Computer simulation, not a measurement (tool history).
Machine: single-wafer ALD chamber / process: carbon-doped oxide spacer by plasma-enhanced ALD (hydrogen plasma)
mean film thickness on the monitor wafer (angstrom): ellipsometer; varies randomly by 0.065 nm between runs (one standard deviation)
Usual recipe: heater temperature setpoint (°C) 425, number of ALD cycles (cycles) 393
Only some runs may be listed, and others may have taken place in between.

run    hour  heater temperature setpoint (°C)  number of ALD cycles (cycles)  read-back reference wafer on the same gauge, thickness_nm  mean film thickness on the monitor wafer (angstrom)
  1       0                               425                            393                                                     18.906                                               179.32
  2      39                               425                            393                                                     18.901                                               177.88
  3   102.9                               425                            393                                                     18.899                                                179.6
  4   181.5                               425                            393                                                     18.898                                               180.92
  5   234.9                               425                            393                                                     18.877                                               180.38
  6   272.5                               425                            393                                                      18.91                                                178.7
  7   313.9                               425                            393                                                     18.905                                               180.56
  8   360.1                               425                            393                                                     18.924                                               180.88
  9   420.3                               425                            393                                                     18.879                                               179.45
 10   474.6                               425                            393                                                     18.879                                               179.27
 11   509.9                               425                            393                                                      18.92                                               180.93
 12   562.1                               425                            393                                                     18.906                                               180.25
 13   775.8                               430                            393                                                     18.899                                               178.07
 14   825.1                               425                            393                                                     18.886                                               180.05
 15   861.7                               425                            393                                                     18.871                                               181.13
 16   904.4                               425                            393                                                     18.891                                                181.1
 17     973                               425                            448                                                     18.929                                               205.33
     1011.4  -- thermocouple changed; heater temperature recalibrated
 18  1178.1                               425                            331                                                     18.941                                               145.67
 19  1238.5                               425                            331                                                     18.887                                               146.89
 20  1279.4                               417                            393                                                      18.92                                                181.1
 21  1315.1                               410                            370                                                     18.866                                               173.44
 22    1363                               419                            441                                                     18.917                                               199.44
 23  1403.6                               425                            393                                                     18.869                                               174.91
     1427.7  -- gauge calibrated
 24  1458.1                               425                            393                                                     18.881                                               174.63
     1477.6  -- thermocouple changed; heater temperature recalibrated, repeated, since the last time left the tool worse
 25  1505.7                               425                            393                                                     18.882                                               178.01
 26  1534.2                               415                            465                                                      18.91                                               219.62
 27    1596                               419                            319                                                     18.917                                                147.8
 28  1621.1                               425                            393                                                     18.888                                                  180
 29    1675                               438                            317                                                      18.91                                               138.36
 30  1876.2                               440                            357                                                      18.92                                               154.39
 31  1901.7                               414                            332                                                     18.878                                                157.6
 32  1952.4                               425                            393                                                     18.874                                               180.49
 33    2002                               425                            464                                                     18.908                                               212.08
 34    2042                               425                            393                                                     18.887                                               180.07
 35  2091.7                               417                            465                                                     18.892                                               220.09
 36  2129.5                               425                            393                                                     18.866                                               180.42
 37  2176.2                               438                            318                                                     18.896                                               138.18
 38    2226                               438                            438                                                      18.91                                                191.7

Consider 3 possible next runs. They are alternatives, not a sequence: every one starts from the tool as it was left by run 38. What does each give?
  A  2227                               425                            393                                                          ?                                                    ?
  B  2227                               418                            315                                                          ?                                                    ?
  C  2227                               436                            345                                                          ?                                                    ?

run  read-back reference wafer on the same gauge, thickness_nm  mean film thickness on the monitor wafer (angstrom)
  A                                                     18.909                                                179.5
  B                                                     18.909                                               147.54
  C                                                     18.909                                               151.27
The same runs, with their run-to-run variation unchanged, on a tool lacking any hidden condition would have given:
run  mean film thickness on the monitor wafer (angstrom)
  A                                               176.79
  B                                               145.37
  C                                               148.88
